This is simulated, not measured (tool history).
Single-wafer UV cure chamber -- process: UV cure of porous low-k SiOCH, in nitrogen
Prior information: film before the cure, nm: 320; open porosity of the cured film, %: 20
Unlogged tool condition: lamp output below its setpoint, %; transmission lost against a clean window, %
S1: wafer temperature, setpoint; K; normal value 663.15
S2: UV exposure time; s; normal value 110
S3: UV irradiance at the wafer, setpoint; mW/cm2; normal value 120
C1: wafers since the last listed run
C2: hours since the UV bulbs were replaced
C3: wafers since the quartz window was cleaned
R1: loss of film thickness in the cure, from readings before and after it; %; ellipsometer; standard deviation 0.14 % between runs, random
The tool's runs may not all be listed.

run,hour,S1,S2,S3,C1,C2,C3,R1
1,0,663.15,110,120,0,866.5,3644,8.282
2,56.9,663.15,110,120,237,923.4,3881,8.322
# hour 75.5: quartz window cleaned
3,111.3,663.15,110,120,193,977.8,149,9.356
4,157.9,663.15,110,89,194,1024.4,343,7.693
5,224,663.15,110,89,275,1090.5,619,7.535
6,282.9,663.15,110,89,245,1149.4,865,7.668
7,317.9,663.15,110,105,146,1184.4,1011,8.113
8,352.3,663.15,110,105,143,1218.8,1155,8.076
9,408.1,663.15,110,105,232,1274.6,1387,7.807
10,464,663.15,110,120,233,1330.5,1621,8.372
11,518.3,663.15,110,120,226,1384.8,1847,8.499
12,576.5,669.15,150,96,242,1443,2090,8.948
13,628.2,646.15,110,95,215,1494.7,2306,7.022
# hour 671.2: UV bulbs replaced
14,671.8,669.15,110,120,148,0.6,2454,9.343
15,708.8,652.15,110,120,154,37.6,2609,8.885
16,858.1,677.15,80,143,623,186.9,3232,8.393
# hour 891: quartz window cleaned
17,923.9,652.15,110,120,241,252.7,137,9.432
18,963.7,651.15,145,120,166,292.5,303,10.81
19,1031,673.15,110,120,280,359.8,584,9.533
20,1068.1,663.15,110,120,154,396.9,739,9.077
21,1121.2,672.15,125,134,221,450,960,10.412
22,1172.5,663.15,110,89,214,501.3,1174,7.681

Selected run-to-run steps in R1, each split into two signed amounts: the part the tool would show with no hidden state at all (from settings, incoming material and random variation), and the remainder, which goes to the hidden state together with any gauge scatter not common to the measured and the hidden-state-free results:
Run 2 -> 3: quartz window cleaned. R1 +1.034 %: hidden state +1.025, all else +0.009.
Run 13 -> 14: S1 646.15 -> 669.15, S3 95 -> 120, UV bulbs replaced. R1 +2.321 %: hidden state +0.734, all else +1.587.
Run 16 -> 17: S1 677.15 -> 652.15, S2 80 -> 110, S3 143 -> 120, quartz window cleaned. R1 +1.039 %: hidden state +0.849, all else +0.19.
Run 21 -> 22: S1 672.15 -> 663.15, S2 125 -> 110, S3 134 -> 89. R1 -2.731 %: hidden state -0.041, all else -2.69.
